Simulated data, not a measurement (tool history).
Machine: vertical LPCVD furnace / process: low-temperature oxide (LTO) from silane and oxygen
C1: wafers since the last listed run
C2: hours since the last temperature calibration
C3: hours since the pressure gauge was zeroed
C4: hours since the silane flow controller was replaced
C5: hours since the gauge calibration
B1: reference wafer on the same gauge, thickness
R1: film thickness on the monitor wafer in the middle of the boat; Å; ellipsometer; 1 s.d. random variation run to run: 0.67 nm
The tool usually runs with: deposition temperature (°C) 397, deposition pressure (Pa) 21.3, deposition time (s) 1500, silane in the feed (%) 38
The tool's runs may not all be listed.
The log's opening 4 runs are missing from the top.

Run 5, hour 240.0: usual settings but deposition pressure (Pa) 25.3; C1 620; C2 3468.6; C3 2762.5; C4 88.9; C5 150.5; B1 200.11. Result: R1 2057.5 Å.
Run 6, hour 311.0: usual settings but deposition pressure (Pa) 25.3; C1 631; C2 3539.6; C3 2833.5; C4 159.9; C5 221.5; B1 200.27. Result: R1 2068.1 Å.
At hour 395.8: pressure gauge zeroed.
Run 7, hour 396.3: usual settings but deposition time (s) 1320; C1 545; C2 3624.9; C3 0.5; C4 245.2; C5 306.8; B1 199.81. Result: R1 1533.3 Å.
Run 8, hour 424.6: usual settings but deposition pressure (Pa) 20.0, deposition time (s) 1830, silane in the feed (%) 43; C1 251; C2 3653.2; C3 28.8; C4 273.5; C5 335.1; B1 200.20. Result: R1 2301.3 Å.
Run 9, hour 480.9: usual settings but deposition time (s) 1740; C1 500; C2 3709.5; C3 85.1; C4 329.8; C5 391.4; B1 199.78. Result: R1 2016.9 Å.
Run 10, hour 514.2: usual settings but deposition pressure (Pa) 26.0, deposition time (s) 1110, silane in the feed (%) 32; C1 296; C2 3742.8; C3 118.4; C4 363.1; C5 424.7; B1 200.25. Result: R1 1236.6 Å.
Run 11, hour 543.2: usual settings but deposition temperature (°C) 388, deposition pressure (Pa) 19.3; C1 258; C2 3771.8; C3 147.4; C4 392.1; C5 453.7; B1 200.04. Result: R1 1411.6 Å.
Run 12, hour 593.4: usual settings but deposition temperature (°C) 389, deposition pressure (Pa) 24.0; C1 446; C2 3822.0; C3 197.6; C4 442.3; C5 503.9; B1 200.03. Result: R1 1782.9 Å.
Run 13, hour 647.7: usual settings; C1 483; C2 3876.3; C3 251.9; C4 496.6; C5 558.2; B1 200.11. Result: R1 1738.2 Å.
At hour 685.0: thermocouples replaced and temperature profile calibrated.
Run 14, hour 703.4: usual settings; C1 282; C2 18.4; C3 307.6; C4 552.3; C5 613.9; B1 200.03. Result: R1 1721.5 Å.
Run 15, hour 749.1: usual settings but silane in the feed (%) 43; C1 406; C2 64.1; C3 353.3; C4 598.0; C5 659.6; B1 200.08. Result: R1 2002.9 Å.
Run 16, hour 903.3: usual settings but deposition pressure (Pa) 16.0; C1 1372; C2 218.3; C3 507.5; C4 752.2; C5 813.8; B1 200.05. Result: R1 1297.5 Å.
Run 17, hour 957.3: usual settings but deposition time (s) 1020; C1 480; C2 272.3; C3 561.5; C4 806.2; C5 867.8; B1 199.88. Result: R1 1177.8 Å.
Run 18, hour 1021.1: usual settings but deposition time (s) 2040, silane in the feed (%) 36; C1 567; C2 336.1; C3 625.3; C4 870.0; C5 931.6; B1 200.23. Result: R1 2209.5 Å.
Run 19, hour 1046.8: usual settings but deposition temperature (°C) 387; C1 228; C2 361.8; C3 651.0; C4 895.7; C5 957.3; B1 199.80. Result: R1 1549.5 Å.
Run 20, hour 1110.8: usual settings but deposition time (s) 1140; C1 569; C2 425.8; C3 715.0; C4 959.7; C5 1021.3; B1 200.06. Result: R1 1320.2 Å.
Run 21, hour 1179.4: usual settings but deposition pressure (Pa) 25.3, deposition time (s) 1650, silane in the feed (%) 42; C1 610; C2 494.4; C3 783.6; C4 1028.3; C5 1089.9; B1 200.00. Result: R1 2554.1 Å.

Predict the results of run 22:
Run 22, hour 1251.1: usual settings but deposition temperature (°C) 405; C1 638; C2 566.1; C3 855.3; C4 1100.0; C5 1161.6; B1 ?. Result: R1 ?.

B1: 199.91
R1: 1894.9 Å
With the hidden condition absent and the run-to-run variation left alone, this run would have shown R1 1894.9 Å.
